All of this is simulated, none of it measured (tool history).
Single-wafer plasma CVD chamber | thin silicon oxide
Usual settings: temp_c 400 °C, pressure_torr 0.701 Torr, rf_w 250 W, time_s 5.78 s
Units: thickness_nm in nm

run,hour,temp_c,pressure_torr,rf_w,time_s,"read-back reference wafer on the same gauge, thickness_nm",thickness_nm
1,0,400,0.701,250,5.78,8.013,7.991
2,85.7,400,0.701,250,5.78,8.014,8.039
# hour 137.1: gauge calibrated
3,172.1,400,0.701,250,5.78,8.014,8.009
4,274.1,400,0.701,250,5.78,8.017,7.962
5,369.7,400,0.701,250,5.78,8.022,7.962
6,472.6,400,0.701,250,5.78,8.02,7.963
7,538.5,400,0.701,250,5.78,8.018,8.018
# hour 630.2: capacitance manometer re-zeroed and calibrated
8,643,400,0.701,250,5.78,8.025,7.97
9,705.7,400,0.701,250,5.78,8.021,7.942
10,809.3,400,0.701,250,5.78,8.028,8.007
# hour 904.2: thermocouple changed; heater temperature recalibrated
# hour 992.8: showerhead replaced
11,1079.1,400,0.865,250,5.78,8.017,9.438
12,1153.2,400,0.701,275,6.2,8.023,8.927
# hour 1165: gauge calibrated
13,1213.6,411,0.701,250,6.25,8.015,8.562
14,1301,400,0.701,250,5.78,8.025,8.027
15,1338,400,0.701,250,5.78,8.019,8.015
# hour 1414.2: RF generator calibrated
16,1439.9,400,0.701,250,5.78,8.013,7.985
17,1538.1,413,0.701,250,5.78,8.009,7.964
18,1640.9,406,0.701,210,5.78,8.016,7.369
19,1724.9,400,0.549,280,6.91,8.011,8.158
20,1802.4,400,0.701,270,5.78,8.017,8.187
21,1862,390,0.793,210,5.78,8.024,8.259

Forecast each of these 5 alternatives for the next run:
A,1862.4,400,0.701,250,5.78,?,?
B,1862.4,413,0.557,205,5.78,?,?
C,1862.4,390,0.766,275,5.78,?,?
D,1862.4,400,0.764,250,4.64,?,?
E,1862.4,400,0.701,250,6.08,?,?

run,"read-back reference wafer on the same gauge, thickness_nm",thickness_nm
A,8.019,8
B,8.019,6
C,8.019,9.02
D,8.019,6.899
E,8.019,8.414
Without the tool's hidden state the same runs would have given:
run,thickness_nm
A,8
B,6
C,9.02
D,6.899
E,8.414
